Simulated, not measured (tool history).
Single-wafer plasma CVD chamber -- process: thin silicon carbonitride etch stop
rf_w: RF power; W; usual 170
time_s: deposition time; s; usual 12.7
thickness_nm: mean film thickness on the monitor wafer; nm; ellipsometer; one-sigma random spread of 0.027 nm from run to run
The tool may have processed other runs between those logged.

| run | day | rf_w | time_s | read-back reference wafer on the same gauge, thickness_nm | thickness_nm |
|---|---|---|---|---|---|
| 1 | 0.000 | 170 | 12.7 | 7.577 | 6.803 |
| 2 | 2.375 | 170 | 12.7 | 7.566 | 6.803 |
| 3 | 4.617 | 170 | 12.7 | 7.552 | 6.814 |
| 4 | 5.617 | 170 | 12.0 | 7.542 | 6.418 |
| 5 | 8.038 | 170 | 12.0 | 7.519 | 6.394 |
| 6 | 9.479 | 170 | 12.0 | 7.513 | 6.374 |
|  | 10.121 | RF generator calibrated |
| 7 | 11.675 | 180 | 12.7 | 7.499 | 6.782 |
| 8 | 13.021 | 180 | 12.7 | 7.469 | 6.822 |
| 9 | 14.467 | 170 | 12.7 | 7.432 | 6.683 |
|  | 14.950 | gauge calibrated |
|  | 14.983 | thermocouple changed; heater temperature recalibrated |
| 10 | 16.021 | 185 | 14.4 | 7.596 | 7.879 |
| 11 | 18.250 | 150 | 11.4 | 7.591 | 5.991 |
| 12 | 20.700 | 200 | 12.0 | 7.579 | 6.636 |
|  | 21.533 | showerhead replaced |
| 13 | 23.021 | 180 | 12.7 | 7.567 | 6.900 |
| 14 | 24.546 | 190 | 10.5 | 7.573 | 5.779 |
| 15 | 27.529 | 170 | 12.7 | 7.560 | 6.800 |
| 16 | 29.542 | 195 | 12.7 | 7.549 | 7.008 |

Exercise: give the hidden state of the tool at every run:
wafer temperature above the value expected at the setpoint (K): 0 across all the runs
delivered RF power above the setpoint (%): 0 across all the runs
H1: gauge reads high (%)
| run | H1 |
|---|---|
| 1 | -0.598 |
| 2 | -0.781 |
| 3 | -0.987 |
| 4 | -1.09 |
| 5 | -1.36 |
| 6 | -1.54 |
| 7 | -1.85 |
| 8 | -2.04 |
| 9 | -2.27 |
| 10 | -0.351 |
| 11 | -0.382 |
| 12 | -0.453 |
| 13 | -0.555 |
| 14 | -0.641 |
| 15 | -0.851 |
| 16 | -1.03 |
